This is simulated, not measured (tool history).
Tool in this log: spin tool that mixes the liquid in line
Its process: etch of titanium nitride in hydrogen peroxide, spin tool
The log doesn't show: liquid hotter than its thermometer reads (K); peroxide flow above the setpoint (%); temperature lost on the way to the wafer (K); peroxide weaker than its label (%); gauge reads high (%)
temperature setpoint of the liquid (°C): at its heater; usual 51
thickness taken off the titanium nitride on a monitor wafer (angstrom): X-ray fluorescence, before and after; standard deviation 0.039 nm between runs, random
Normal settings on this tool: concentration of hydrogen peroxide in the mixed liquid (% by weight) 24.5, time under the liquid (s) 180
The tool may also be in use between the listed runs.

run,hour,temperature setpoint of the liquid (°C),concentration of hydrogen peroxide in the mixed liquid (% by weight),time under the liquid (s),wafers since the last listed run,hours since the thermometer was replaced,hours since the peroxide flow meter was replaced,hours since the heated supply line was repaired,hours since the drum of peroxide was connected,hours since the gauge calibration,"read-back film thickness of the titanium nitride reference wafer, read on the same gauge (nm)",thickness taken off the titanium nitride on a monitor wafer (angstrom)
1,0,51,24.5,180,0,2608.8,65.3,835.2,768,1067.9,59.98,108
2,52.9,51,24.5,180,288,2661.7,118.2,888.1,820.9,1120.8,60.01,107.8
3,93,51,24.5,180,218,2701.8,158.3,928.2,861,1160.9,60,107.7
# hour 117.1: gauge calibrated
4,154.5,51,21,135,334,2763.3,219.8,989.7,922.5,37.4,59.99,78.1
5,194.7,51,21,135,218,2803.5,260,1029.9,962.7,77.6,60,78.5
6,224.6,45.5,24.5,255,162,2833.4,289.9,1059.8,992.6,107.5,60,101.9
# hour 249.5: thermometer replaced
7,268.6,51,24.5,180,234,19.1,333.9,1103.8,1036.6,151.5,59.98,107.5
8,315.5,51,24.5,180,255,66,380.8,1150.7,1083.5,198.4,60.01,108.3
9,361.3,51,24.5,180,249,111.8,426.6,1196.5,1129.3,244.2,60.01,107.4
10,409.5,51,18,150,262,160,474.8,1244.7,1177.5,292.4,60,83.9
11,448,55.5,29,210,209,198.5,513.3,1283.2,1216,330.9,60.01,180.6
# hour 462.7: new drum of peroxide connected
12,504,51,24.5,180,299,254.5,569.3,1339.2,41.3,386.9,60.01,110.1
13,530.4,51,30,150,143,280.9,595.7,1365.6,67.7,413.3,60.04,95.2
14,567.5,44.5,30,220,202,318,632.8,1402.7,104.8,450.4,59.97,86.4
15,599.7,51,24.5,180,175,350.2,665,1434.9,137,482.6,60.01,109.6
16,656.5,43.5,29,180,309,407,721.8,1491.7,193.8,539.4,59.99,65.6
# hour 672.9: heated supply line repaired
# hour 679.5: peroxide flow meter replaced
17,716,51,22,180,313,466.5,36.5,43.1,253.3,598.9,59.99,106
18,763.3,55.5,24.5,220,257,513.8,83.8,90.4,300.6,646.2,60.01,181.9
19,796.8,51,24.5,180,182,547.3,117.3,123.9,334.1,679.7,59.97,108.5
20,851.2,51,29,180,296,601.7,171.7,178.3,388.5,734.1,60.01,112.2
21,995.4,51,28,235,785,745.9,315.9,322.5,532.7,878.3,60,146.3
22,1026.1,51,29,180,167,776.6,346.6,353.2,563.4,909,60.01,112.7
23,1066.7,51,24.5,180,221,817.2,387.2,393.8,604,949.6,60,109.2
24,1099.3,51,19.5,210,177,849.8,419.8,426.4,636.6,982.2,60.02,121
25,1152.1,55.5,24.5,220,287,902.6,472.6,479.2,689.4,1035,59.98,183.1

How the hidden state differs across the entries between the runs, from the last listed run before each to the first after it:
Logged between run 3 and run 4: gauge calibrated (hour 117.1)
  peroxide flow above the setpoint (%): 1.7 -> 2.26; peroxide weaker than its label (%): 6.01 -> 6.39
  measured minus no-state result, thickness taken off the titanium nitride on a monitor wafer (angstrom): -1 -> -0.8
Logged between run 6 and run 7: thermometer replaced (hour 249.5)
  peroxide flow above the setpoint (%): 2.91 -> 3.31; peroxide weaker than its label (%): 6.83 -> 7.1
  measured minus no-state result, thickness taken off the titanium nitride on a monitor wafer (angstrom): -0.9 -> -0.9
Logged between run 11 and run 12: new drum of peroxide connected (hour 462.7)
  peroxide flow above the setpoint (%): 4.96 -> 5.48; peroxide weaker than its label (%): 8.22 -> 0.389
  measured minus no-state result, thickness taken off the titanium nitride on a monitor wafer (angstrom): -1.5 -> +1.2
Logged between run 16 and run 17: heated supply line repaired (hour 672.9); peroxide flow meter replaced (hour 679.5)
  peroxide flow above the setpoint (%): 6.88 -> 1.1; peroxide weaker than its label (%): 1.34 -> 1.71
  measured minus no-state result, thickness taken off the titanium nitride on a monitor wafer (angstrom): +0.5 -> -0.2
